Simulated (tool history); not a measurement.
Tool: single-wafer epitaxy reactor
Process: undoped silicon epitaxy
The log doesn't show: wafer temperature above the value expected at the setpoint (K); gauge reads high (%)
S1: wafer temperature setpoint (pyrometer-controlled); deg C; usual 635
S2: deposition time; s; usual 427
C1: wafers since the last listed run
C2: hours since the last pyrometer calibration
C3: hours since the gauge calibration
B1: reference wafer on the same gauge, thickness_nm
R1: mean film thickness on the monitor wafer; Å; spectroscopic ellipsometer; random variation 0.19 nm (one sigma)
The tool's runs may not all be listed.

run,hour,S1,S2,C1,C2,C3,B1,R1
1,0.0,635,427,0,1915.6,370.4,54.834,492.21
2,38.8,635,409,165,1954.4,409.2,54.859,470.82
# hour 48.8: gauge calibrated
3,106.0,635,409,287,2021.6,57.2,54.921,469.24
4,128.1,635,470,94,2043.7,79.3,54.831,538.06
5,158.0,635,427,127,2073.6,109.2,54.939,487.87
6,172.5,635,427,61,2088.1,123.7,54.794,487.94
7,207.4,635,427,149,2123.0,158.6,54.952,483.10
8,221.2,635,427,59,2136.8,172.4,54.977,482.15
9,245.4,635,427,103,2161.0,196.6,54.928,484.92
10,257.4,635,427,51,2173.0,208.6,54.890,478.90
11,275.3,635,427,76,2190.9,226.5,54.845,481.38
12,291.0,635,427,67,2206.6,242.2,54.811,483.28
13,325.7,635,427,148,2241.3,276.9,54.908,481.54
14,356.1,635,427,129,2271.7,307.3,55.008,475.86
15,374.7,638,361,79,2290.3,325.9,54.802,430.67
16,399.1,638,361,104,2314.7,350.3,54.935,431.17
17,421.7,635,427,96,2337.3,372.9,54.929,475.54
18,441.6,635,507,85,2357.2,392.8,54.945,562.44
19,462.7,622,511,90,2378.3,413.9,54.852,421.25
20,484.6,635,427,93,2400.2,435.8,54.904,474.15
# hour 488.8: gauge calibrated
21,509.2,635,409,105,2424.8,20.4,54.871,453.22
22,541.4,629,499,137,2457.0,52.6,54.970,481.66
23,568.2,635,365,114,2483.8,79.4,54.863,398.75
# hour 602.5: pyrometer calibrated
24,603.0,649,492,114,0.5,114.2,54.842,818.17
25,627.6,630,368,105,25.1,138.8,54.951,401.58
26,649.1,644,461,91,46.6,160.3,54.979,685.31
27,682.6,642,363,143,80.1,193.8,54.984,515.72
28,702.9,647,398,86,100.4,214.1,54.936,633.71
29,732.7,635,427,127,130.2,243.9,54.931,523.05
30,814.2,635,384,348,211.7,325.4,54.952,468.57
31,826.8,635,354,53,224.3,338.0,54.828,433.68
32,859.3,643,356,138,256.8,370.5,54.904,516.89

4 ways to go on from here, each from the tool as it stands after run 32. What would each give?
A,859.8,627,427,2,257.3,371.0,?,?
B,859.8,646,497,2,257.3,371.0,?,?
C,859.8,640,354,2,257.3,371.0,?,?
D,859.8,647,475,2,257.3,371.0,?,?

run,B1,R1
A,54.968,437.22
B,54.968,773.43
C,54.968,483.57
D,54.968,755.30
Without the tool's hidden state the same runs would have given:
run,R1
A,441.95
B,781.45
C,488.65
D,763.12
